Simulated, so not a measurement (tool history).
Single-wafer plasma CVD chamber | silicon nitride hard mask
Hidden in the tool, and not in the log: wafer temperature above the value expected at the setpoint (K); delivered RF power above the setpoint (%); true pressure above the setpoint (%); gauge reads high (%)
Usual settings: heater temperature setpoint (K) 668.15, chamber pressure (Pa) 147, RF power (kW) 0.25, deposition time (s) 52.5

run	hour	heater temperature setpoint (K)	chamber pressure (Pa)	RF power (kW)	deposition time (s)	wafers since the last listed run	hours since the last thermocouple change	hours since the last RF generator calibration	hours since the last manometer calibration	hours since the showerhead was replaced	hours since the gauge calibration	read-back reference wafer on the same gauge, thickness_nm	mean film thickness on the monitor wafer (angstrom)
1	0	668.15	156	0.25	52.5	0	1244.2	1505.3	1208.7	2166.2	517	49.234	504.79
2	67	668.15	156	0.25	52.5	740	1311.2	1572.3	1275.7	2233.2	584	49.164	503.29
3	165.6	668.15	156	0.25	52.5	1089	1409.8	1670.9	1374.3	2331.8	682.6	49.185	503.8
4	216.8	668.15	147	0.25	52.5	565	1461	1722.1	1425.5	2383	733.8	49.22	491.44
5	269.3	668.15	147	0.25	52.5	580	1513.5	1774.6	1478	2435.5	786.3	49.217	490.41
6	309.5	668.15	147	0.25	52.5	444	1553.7	1814.8	1518.2	2475.7	826.5	49.172	491.23
7	430.6	668.15	147	0.25	52.5	1338	1674.8	1935.9	1639.3	2596.8	947.6	49.236	494.75
8	467.6	668.15	147	0.25	52.5	408	1711.8	1972.9	1676.3	2633.8	984.6	49.131	491.35
9	501.9	668.15	147	0.25	52.5	379	1746.1	2007.2	1710.6	2668.1	1018.9	49.172	490.8
# hour 544.5: RF generator calibrated
# hour 554.5: showerhead replaced
10	555	668.15	147	0.25	52.5	410	1799.2	10.5	1763.7	0.5	1072	49.131	492.45
# hour 585.3: gauge calibrated
11	586.7	668.15	147	0.25	52.5	350	1830.9	42.2	1795.4	32.2	1.4	49.197	492.85
12	634.8	668.15	147	0.25	52.5	531	1879	90.3	1843.5	80.3	49.5	49.203	490.23
13	689.2	660.15	165	0.25	52.5	601	1933.4	144.7	1897.9	134.7	103.9	49.208	516.32
14	738.2	668.15	120	0.25	52.5	541	1982.4	193.7	1946.9	183.7	152.9	49.139	453.06
15	800.7	655.15	161	0.21	58.4	690	2044.9	256.2	2009.4	246.2	215.4	49.207	475.36
# hour 842.8: capacitance manometer re-zeroed and calibrated
16	845.6	655.15	147	0.275	52.5	407	2089.8	301.1	2.8	291.1	260.3	49.19	539.49
17	896.6	678.15	180	0.21	45.2	563	2140.8	352.1	53.8	342.1	311.3	49.224	374.09
18	941.2	659.15	147	0.25	52.5	492	2185.4	396.7	98.4	386.7	355.9	49.214	492.67
# hour 968.1: thermocouple changed; heater temperature recalibrated
19	992.7	674.15	147	0.295	43.9	480	24.6	448.2	149.9	438.2	407.4	49.221	476.24
20	1062.1	668.15	147	0.25	52.5	767	94	517.6	219.3	507.6	476.8	49.153	495.35
21	1098.8	683.15	147	0.275	52.5	405	130.7	554.3	256	544.3	513.5	49.217	534.36
22	1127.8	668.15	147	0.25	52.5	320	159.7	583.3	285	573.3	542.5	49.182	486.93
23	1188.7	677.15	147	0.25	44.4	673	220.6	644.2	345.9	634.2	603.4	49.179	413.8
24	1252.7	668.15	147	0.25	52.5	707	284.6	708.2	409.9	698.2	667.4	49.18	489.44
25	1297.8	668.15	176	0.22	52.5	498	329.7	753.3	455	743.3	712.5	49.202	458.73
26	1351.1	653.15	147	0.225	44.8	589	383	806.6	508.3	796.6	765.8	49.16	376.28

3 ways to go on from here, each from the tool as it stands after run 26. What would each give?
A	1351.5	668.15	147	0.29	52.5	4	383.4	807	508.7	797	766.2	?	?
B	1351.5	668.15	112	0.205	43.6	4	383.4	807	508.7	797	766.2	?	?
C	1351.5	668.15	147	0.225	47.2	4	383.4	807	508.7	797	766.2	?	?

run	read-back reference wafer on the same gauge, thickness_nm	mean film thickness on the monitor wafer (angstrom)
A	49.178	563.4
B	49.178	296.59
C	49.178	397.04
Without the tool's hidden state the same runs would have given:
run	mean film thickness on the monitor wafer (angstrom)
A	563.4
B	296.59
C	397.04
